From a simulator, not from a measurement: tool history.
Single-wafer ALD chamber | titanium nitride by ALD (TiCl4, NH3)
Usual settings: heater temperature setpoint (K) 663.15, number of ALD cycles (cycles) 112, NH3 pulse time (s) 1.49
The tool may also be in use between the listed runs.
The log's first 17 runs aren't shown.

run     day  heater temperature setpoint (K)  number of ALD cycles (cycles)  NH3 pulse time (s)  read-back reference wafer on the same gauge, thickness_nm  mean film thickness on the monitor wafer (nm)
      9.508  -- thermocouple changed; heater temperature recalibrated
 18   9.608                           663.15                            112                1.95                                                      2.560                                          2.345
 19   9.950                           663.15                             93                1.49                                                      2.561                                          1.926
     10.238  -- gauge calibrated
 20  10.604                           663.15                            112                1.26                                                      2.524                                          2.272
 21  11.212                           655.15                            112                1.49                                                      2.525                                          2.259
 22  11.817                           667.15                            128                1.17                                                      2.525                                          2.584
 23  12.250                           663.15                            112                1.49                                                      2.525                                          2.287
 24  12.529                           648.15                            130                1.49                                                      2.526                                          2.613
 25  12.950                           663.15                            112                1.01                                                      2.526                                          2.239
 26  13.675                           663.15                            119                1.49                                                      2.526                                          2.424
 27  13.938                           663.15                            112                1.08                                                      2.525                                          2.257
     15.733  -- showerhead replaced
 28  16.175                           663.15                            112                1.49                                                      2.526                                          2.286
 29  18.229                           663.15                            112                1.18                                                      2.528                                          2.270
 30  18.750                           663.15                            112                1.08                                                      2.529                                          2.252
 31  19.442                           663.15                            112                1.49                                                      2.529                                          2.283
 32  20.117                           648.15                            112                0.95                                                      2.529                                          2.185
 33  20.833                           663.15                             95                1.15                                                      2.530                                          1.919
 34  21.508                           663.15                            123                1.91                                                      2.531                                          2.544
 35  21.979                           663.15                            112                1.08                                                      2.532                                          2.256
 36  22.296                           671.15                            112                1.49                                                      2.531                                          2.310
 37  22.912                           663.15                            112                1.49                                                      2.532                                          2.299
 38  23.496                           675.15                            112                1.21                                                      2.532                                          2.310
 39  24.171                           650.15                            126                1.32                                                      2.534                                          2.513

Forecast each of these 5 alternatives for the next run:
  A  24.196                           663.15                            112                1.49                                                          ?                                              ?
  B  24.196                           663.15                            106                1.49                                                          ?                                              ?
  C  24.196                           659.15                            112                1.49                                                          ?                                              ?
  D  24.196                           663.15                            105                1.49                                                          ?                                              ?
  E  24.196                           659.15                            112                1.76                                                          ?                                              ?

run  read-back reference wafer on the same gauge, thickness_nm  mean film thickness on the monitor wafer (nm)
  A                                                      2.533                                          2.289
  B                                                      2.533                                          2.166
  C                                                      2.533                                          2.279
  D                                                      2.533                                          2.146
  E                                                      2.533                                          2.299
Without the tool's hidden state the same runs would have given:
run  mean film thickness on the monitor wafer (nm)
  A                                          2.277
  B                                          2.155
  C                                          2.268
  D                                          2.135
  E                                          2.287
